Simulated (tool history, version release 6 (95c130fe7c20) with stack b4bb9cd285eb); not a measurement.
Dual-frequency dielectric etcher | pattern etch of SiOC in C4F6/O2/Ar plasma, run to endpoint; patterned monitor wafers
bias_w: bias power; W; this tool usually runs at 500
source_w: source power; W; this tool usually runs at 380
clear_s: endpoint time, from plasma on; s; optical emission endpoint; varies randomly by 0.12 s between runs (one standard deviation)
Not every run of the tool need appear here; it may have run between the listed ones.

run,hour,bias_w,source_w,wafers since the last listed run,hours since the last wet clean,hours since the last bias power generator calibration,hours since the last source power generator calibration,hours since the last upper electrode change,"incoming incoming film thickness, nm",clear_s
1,0.0,581,380,0,353.7,3975.3,4519.2,5917.2,49.14,16.8
2,25.0,581,380,337,378.7,4000.3,4544.2,5942.2,49.62,17.1
3,52.8,500,350,375,406.5,4028.1,4572.0,5970.0,49.82,18.3
# hour 103.5: wet clean of the chamber
4,222.6,500,350,1969,119.1,4197.9,4741.8,6139.8,49.99,18.6
5,270.3,500,350,644,166.8,4245.6,4789.5,6187.5,49.19,18.1
6,297.0,470,380,360,193.5,4272.3,4816.2,6214.2,49.84,18.1
7,355.6,470,380,791,252.1,4330.9,4874.8,6272.8,49.59,18.1
8,421.0,500,380,883,317.5,4396.3,4940.2,6338.2,49.52,17.7
# hour 448.4: source power generator calibrated
9,467.1,600,280,568,363.6,4442.4,18.7,6384.3,49.43,18.6
# hour 524.4: wet clean of the chamber
10,524.9,539,460,456,0.5,4500.2,76.5,6442.1,49.23,16.1
11,561.3,597,450,491,36.9,4536.6,112.9,6478.5,49.57,16.0
# hour 566.4: bias power generator calibrated
12,589.3,598,350,324,64.9,22.9,140.9,6506.5,50.02,17.6
# hour 663.5: upper electrode replaced
13,664.0,500,380,684,139.6,97.6,215.6,0.5,49.54,17.7
14,711.5,619,350,641,187.1,145.1,263.1,48.0,49.68,17.4
15,771.4,500,380,808,247.0,205.0,323.0,107.9,50.19,18.0
16,802.4,500,380,418,278.0,236.0,354.0,138.9,49.33,17.9
17,831.8,500,300,397,307.4,265.4,383.4,168.3,49.29,19.2

Describe how what the log doesn't record of the tool's condition differs between the last listed run preceding each entry between runs and the first listed run following it.
From run 3 to run 4: wet clean of the chamber (hour 103.5)
  no difference in the tool's unlogged condition between these two runs
From run 8 to run 9: source power generator calibrated (hour 448.4)
  no difference in the tool's unlogged condition between these two runs
From run 9 to run 10: wet clean of the chamber (hour 524.4)
  no difference in the tool's unlogged condition between these two runs
From run 11 to run 12: bias power generator calibrated (hour 566.4)
  no difference in the tool's unlogged condition between these two runs
From run 12 to run 13: upper electrode replaced (hour 663.5)
  no difference in the tool's unlogged condition between these two runs
